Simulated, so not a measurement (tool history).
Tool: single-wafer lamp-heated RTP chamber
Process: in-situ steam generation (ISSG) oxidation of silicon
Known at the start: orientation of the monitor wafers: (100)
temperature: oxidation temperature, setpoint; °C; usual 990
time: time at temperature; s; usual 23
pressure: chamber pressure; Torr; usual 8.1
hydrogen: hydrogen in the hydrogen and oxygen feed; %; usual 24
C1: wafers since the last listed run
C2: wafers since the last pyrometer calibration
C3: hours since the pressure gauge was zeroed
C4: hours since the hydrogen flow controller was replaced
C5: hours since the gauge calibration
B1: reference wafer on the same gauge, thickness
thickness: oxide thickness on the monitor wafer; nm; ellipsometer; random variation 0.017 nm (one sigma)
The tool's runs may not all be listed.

Run 1, hour 0: usual settings; C1 0; C2 2640; C3 1545.5; C4 1510.5; C5 80.3; B1 5.717. Result: thickness 5.979 nm.
Run 2, hour 46.9: usual settings but time 18 s; C1 316; C2 2957; C3 1592.4; C4 1557.4; C5 127.2; B1 5.723. Result: thickness 5.328 nm.
Run 3, hour 136: usual settings; C1 601; C2 3559; C3 1681.5; C4 1646.5; C5 216.3; B1 5.72. Result: thickness 5.999 nm.
Run 4, hour 181.4: usual settings; C1 306; C2 3865; C3 1726.9; C4 1691.9; C5 261.7; B1 5.72. Result: thickness 5.985 nm.
Run 5, hour 284.7: usual settings; C1 697; C2 4563; C3 1830.2; C4 1795.2; C5 365; B1 5.715. Result: thickness 5.98 nm.
Run 6, hour 377.3: usual settings; C1 625; C2 5188; C3 1922.8; C4 1887.8; C5 457.6; B1 5.719. Result: thickness 6.014 nm.
Run 7, hour 458.1: usual settings; C1 545; C2 5734; C3 2003.6; C4 1968.6; C5 538.4; B1 5.718. Result: thickness 6.01 nm.
Run 8, hour 502.3: usual settings; C1 298; C2 6032; C3 2047.8; C4 2012.8; C5 582.6; B1 5.723. Result: thickness 6.039 nm.
Run 9, hour 599.8: usual settings; C1 658; C2 6691; C3 2145.3; C4 2110.3; C5 680.1; B1 5.72. Result: thickness 6.033 nm.
At hour 662.7: hydrogen flow controller replaced.
Run 10, hour 685.9: usual settings; C1 527; C2 7218; C3 2231.4; C4 23.2; C5 766.2; B1 5.72. Result: thickness 6.065 nm.
Run 11, hour 728.4: usual settings; C1 286; C2 7505; C3 2273.9; C4 65.7; C5 808.7; B1 5.721. Result: thickness 6.087 nm.
At hour 747.3: pressure gauge zeroed.
Run 12, hour 802: usual settings but temperature 982 °C, time 31 s, hydrogen 15 %; C1 442; C2 7948; C3 54.7; C4 139.3; C5 882.3; B1 5.717. Result: thickness 6.125 nm.
At hour 866.8: gauge calibrated.
At hour 871: pyrometer window cleaned and pyrometer calibrated.
Run 13, hour 896.2: usual settings but temperature 981 °C, time 28 s, pressure 7.1 Torr, hydrogen 16 %; C1 582; C2 169; C3 148.9; C4 233.5; C5 29.4; B1 5.718. Result: thickness 5.75 nm.
Run 14, hour 1003.8: usual settings but temperature 979 °C, time 29 s, pressure 6.9 Torr, hydrogen 32 %; C1 726; C2 896; C3 256.5; C4 341.1; C5 137; B1 5.723. Result: thickness 6.836 nm.
Run 15, hour 1090.5: usual settings but temperature 999 °C, pressure 7.4 Torr; C1 585; C2 1482; C3 343.2; C4 427.8; C5 223.7; B1 5.727. Result: thickness 6.173 nm.
Run 16, hour 1195.2: usual settings; C1 707; C2 2189; C3 447.9; C4 532.5; C5 328.4; B1 5.717. Result: thickness 5.968 nm.
Run 17, hour 1247.8: usual settings; C1 355; C2 2544; C3 500.5; C4 585.1; C5 381; B1 5.722. Result: thickness 5.951 nm.
Run 18, hour 1290.3: usual settings; C1 286; C2 2831; C3 543; C4 627.6; C5 423.5; B1 5.724. Result: thickness 5.925 nm.

Run 19 comes next. What will it give?
Run 19, hour 1376.7: usual settings; C1 583; C2 3414; C3 629.4; C4 714; C5 509.9; B1 ?. Result: thickness ?.

{"run 19": {"B1": 5.716, "thickness": 5.972}}
Without the tool's hidden state the same run would have given thickness 5.948 nm.
